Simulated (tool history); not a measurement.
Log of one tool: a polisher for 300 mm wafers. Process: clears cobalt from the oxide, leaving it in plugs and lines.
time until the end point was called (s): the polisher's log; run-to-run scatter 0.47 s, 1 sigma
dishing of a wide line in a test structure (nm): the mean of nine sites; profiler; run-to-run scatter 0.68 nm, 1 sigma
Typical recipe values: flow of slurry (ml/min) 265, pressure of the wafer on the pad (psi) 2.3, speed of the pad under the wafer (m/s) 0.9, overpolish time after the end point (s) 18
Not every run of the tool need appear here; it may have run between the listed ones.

run,hour,flow of slurry (ml/min),pressure of the wafer on the pad (psi),speed of the pad under the wafer (m/s),overpolish time after the end point (s),"incoming thickness of the incoming film, nm",time until the end point was called (s),dishing of a wide line in a test structure (nm)
1,0,265,2.3,0.9,18,208.4,41.4,41.2
2,35,265,2.3,0.9,18,209.8,41.6,41.9
3,50.5,265,2.3,0.9,18,211.7,42.2,41.9
4,80.1,265,2.3,0.9,18,209.8,42.1,41
5,107,265,2.3,0.9,18,213.9,42.8,42.5
# hour 123.7: worn pad replaced by a new one
6,128.7,265,2.3,0.9,18,212.2,43.2,42.7
7,146.5,265,2.3,0.9,18,208.9,42.5,40.6
8,170.2,320,2.3,0.9,18,208,41,42.3
9,204.9,320,2.3,0.9,18,209.7,41.7,41.6
10,226.6,265,2.3,0.9,18,206.4,41.6,40.7
11,242.5,265,2.3,1.12,18,206.5,36.4,42.7
12,257,265,2.3,0.9,13,207.2,42.1,35.4
13,285.5,265,2.3,1.04,18,206.5,38.6,41.2
14,314.4,225,1.9,0.82,23,207,54.8,39.9
15,333.7,330,2.3,0.9,14,211,42.4,36.8
16,347.5,290,2.5,1.22,18,212.5,32.8,45
# hour 351.7: slurry nozzle cleaned
# hour 355.1: worn pad replaced by a new one
17,368.1,200,2.9,0.9,18,206,34.4,44.2
18,390.8,265,2.3,0.9,18,210.7,43,41.1
19,407.6,265,1.6,0.9,18,210.5,61.6,34.4
20,433.9,185,1.5,0.9,28,210.5,68.6,41.1
21,469.3,265,2.3,0.9,18,209.7,42.6,41.5
22,482.8,265,2.3,0.9,28,206.5,42.8,48
23,512.3,200,2.3,0.9,26,211.9,45.9,46.6
24,532.3,265,2.3,1.04,27,209.3,39.2,48
25,565.2,265,2.3,0.9,18,207.4,42.1,40.9
# hour 590: head pressure recalibrated
# hour 594.5: worn pad replaced by a new one
26,595,265,2.3,0.9,18,210.9,38.4,43.5
27,610.8,265,2.3,0.9,9,211.1,38.9,29.2
28,640.6,355,2.3,0.9,18,214.7,39.2,43.4
29,668,335,2.3,0.9,18,209.7,38.3,43.8
30,683.4,345,3.1,1,25,213.2,27.7,50.7
31,704.5,225,3,0.9,14,209.5,31.7,42.3
32,720.5,265,2.9,0.9,18,210.1,31.8,46.7
33,788.3,355,3,1.2,23,207.4,24.9,50.7
34,803.2,205,2.3,0.9,18,210.5,42.6,42.4
# hour 810.5: worn pad replaced by a new one
35,835,265,2.3,0.9,18,207.7,41.1,41.6

Some steps in time until the end point was called (s) between neighbouring runs. How much of each would the tool show without its hidden state too (settings, what came in, random variation), and how much is left for the hidden state, with any gauge scatter that isn't in both results?
The hidden state here: removal rate lost through wear of the pad, %; slurry flow missing at the pad, %; deviation of the head's pressure from its setpoint, %.
Run 18 -> 19: pressure of the wafer on the pad (psi) 2.3 -> 1.6. time until the end point was called (s) +18.6: hidden state +2, all else +16.6.
Run 20 -> 21: flow of slurry (ml/min) 185 -> 265, pressure of the wafer on the pad (psi) 1.5 -> 2.3, overpolish time after the end point (s) 28 -> 18. time until the end point was called (s) -26: hidden state -2.8, all else -23.2.
Run 25 -> 26: head pressure recalibrated, worn pad replaced by a new one. time until the end point was called (s) -3.7: hidden state -4.3, all else +0.6.
Run 33 -> 34: flow of slurry (ml/min) 355 -> 205, pressure of the wafer on the pad (psi) 3 -> 2.3, speed of the pad under the wafer (m/s) 1.2 -> 0.9, overpolish time after the end point (s) 23 -> 18. time until the end point was called (s) +17.7: hidden state +1.2, all else +16.5.
